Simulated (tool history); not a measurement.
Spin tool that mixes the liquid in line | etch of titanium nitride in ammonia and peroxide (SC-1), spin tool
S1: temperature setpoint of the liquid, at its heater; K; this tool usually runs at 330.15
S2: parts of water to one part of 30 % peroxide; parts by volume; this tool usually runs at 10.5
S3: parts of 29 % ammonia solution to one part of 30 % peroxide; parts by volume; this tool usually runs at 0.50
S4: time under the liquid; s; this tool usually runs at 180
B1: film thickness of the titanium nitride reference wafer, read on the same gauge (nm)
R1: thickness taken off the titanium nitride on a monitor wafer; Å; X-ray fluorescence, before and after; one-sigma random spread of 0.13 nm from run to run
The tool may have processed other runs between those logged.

run     day      S1    S2    S3   S4      B1     R1
  1   0.000  337.15  10.5  0.50  180  110.02  272.8
  2   0.333  337.15  10.5  0.50  180  110.01  274.0
  3   0.850  337.15  10.5  0.50  180  109.98  279.0
  4   1.258  330.15  10.5  0.50  180  110.01  173.8
  5   1.617  330.15  10.5  0.50  180  110.00  173.6
  6   2.292  330.15  10.5  0.50  180  110.00  172.3
  7   3.033  330.15  10.5  0.50  180  110.00  173.8
      3.138  -- new drum of ammonia solution connected
      3.354  -- ammonia flow meter replaced
  8   3.375  330.15  10.5  0.50  180  109.99  174.4
      3.625  -- heated supply line repaired
  9   3.646  330.15  10.5  0.50  180  110.00  172.7
 10   3.954  330.15  10.5  0.50  225  110.01  213.9
 11   4.642  330.15  10.5  0.50  180  110.00  172.2
 12   5.217  330.15  10.5  0.50  115  110.02  112.1
 13   5.542  330.15  10.5  0.50  180  110.01  173.0
 14   6.183  320.65   7.0  0.50  180  110.02  111.1
 15   6.712  338.65   9.0  0.50  180  110.00  327.4
      6.846  -- gauge calibrated
 16   7.733  330.15  13.5  0.50  180  109.98  152.8
 17   8.142  330.15   6.0  0.50  105  110.01  133.5
      8.221  -- thermometer replaced
 18   8.692  330.15  10.5  0.50  180  109.99  176.5
 19   9.425  333.65   6.0  0.40  265  109.99  411.3
 20  10.025  330.15  12.0  0.75  180  110.00  170.9
 21  10.475  330.15   6.0  0.75  180  109.99  242.5
 22  10.954  326.15  10.5  0.35  180  110.00  124.7
 23  11.292  330.15  10.5  0.50  180  109.98  172.0
 24  11.829  330.15  10.5  0.50  285  110.01  276.5

4 options for the next run, each taken on its own from the tool as it stands now. Forecast them:
  A  11.850  330.15  10.5  0.50  130   ?   ?
  B  11.850  330.15  10.5  0.35  125   ?   ?
  C  11.850  330.15  10.5  0.65  180   ?   ?
  D  11.850  330.15  14.0  0.40  180   ?   ?

run      B1     R1
  A  109.99  124.9
  B  109.99  112.7
  C  109.99  180.9
  D  109.99  142.4
With no hidden state in the tool, these same runs would have given:
run     R1
  A  124.9
  B  112.7
  C  180.9
  D  142.4
